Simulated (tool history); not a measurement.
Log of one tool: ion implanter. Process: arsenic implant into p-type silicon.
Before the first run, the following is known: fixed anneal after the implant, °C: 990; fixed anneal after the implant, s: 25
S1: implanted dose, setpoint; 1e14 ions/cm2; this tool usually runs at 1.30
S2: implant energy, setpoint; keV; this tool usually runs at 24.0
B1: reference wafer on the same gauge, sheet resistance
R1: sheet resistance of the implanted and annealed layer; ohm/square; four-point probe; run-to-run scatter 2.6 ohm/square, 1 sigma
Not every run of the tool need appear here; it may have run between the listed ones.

run	hour	S1	S2	B1	R1
1	0.0	1.30	24.0	635.74	548.79
2	69.6	1.30	24.0	636.60	548.38
3	103.5	1.30	24.0	635.69	544.16
4	133.5	1.30	24.0	635.57	547.57
5	205.1	1.30	19.5	636.18	566.28
6	257.2	1.30	19.5	636.88	562.49
7	292.5	1.30	19.5	635.41	563.54
# hour 342.8: extraction supply calibrated
8	344.0	1.30	24.0	635.80	543.71
9	399.7	1.30	24.0	635.58	541.91
10	462.9	1.30	24.0	636.25	547.49
11	511.8	1.52	24.0	636.43	488.45
12	540.8	1.52	24.0	635.85	490.24
13	585.5	1.52	24.0	635.57	486.42
14	618.3	1.30	24.0	635.08	545.45
15	682.6	1.19	24.0	635.72	579.57
16	721.3	1.30	24.0	635.84	545.91
# hour 772.0: gauge calibrated
17	776.9	1.02	28.0	636.36	627.78
18	989.4	1.05	24.0	635.41	634.61
19	1024.0	1.30	24.0	635.68	548.36
20	1062.9	1.30	24.0	636.22	541.77
21	1112.5	1.53	17.0	635.45	508.79
22	1168.6	1.30	17.0	636.41	575.63
23	1198.0	1.09	32.0	636.01	586.18
# hour 1238.4: Faraday cup replaced and dose calibrated
24	1263.7	1.30	24.0	636.77	546.10
25	1329.0	1.30	24.0	635.89	548.23
26	1356.9	1.02	28.0	635.56	629.86
27	1421.9	1.64	24.0	635.90	464.90
28	1482.4	1.30	31.0	635.87	520.16
29	1525.1	1.04	16.5	635.94	684.14
30	1550.1	1.09	32.0	635.22	583.61
31	1590.2	1.61	26.5	635.66	460.87
32	1631.4	1.30	29.0	636.02	526.86
33	1687.5	1.30	22.0	636.68	556.86
34	1744.3	1.30	24.0	635.37	544.57
35	1806.0	1.30	28.5	636.02	530.83
36	1869.8	1.30	18.0	635.84	573.11

Run 37 has not been measured yet. What should we expect?
37	1914.1	1.56	24.0	?	?

B1: 636.04
R1: 476.26 ohm/square
On a tool with no hidden condition, and with the same random variation, this run would have come out at R1 476.26 ohm/square.
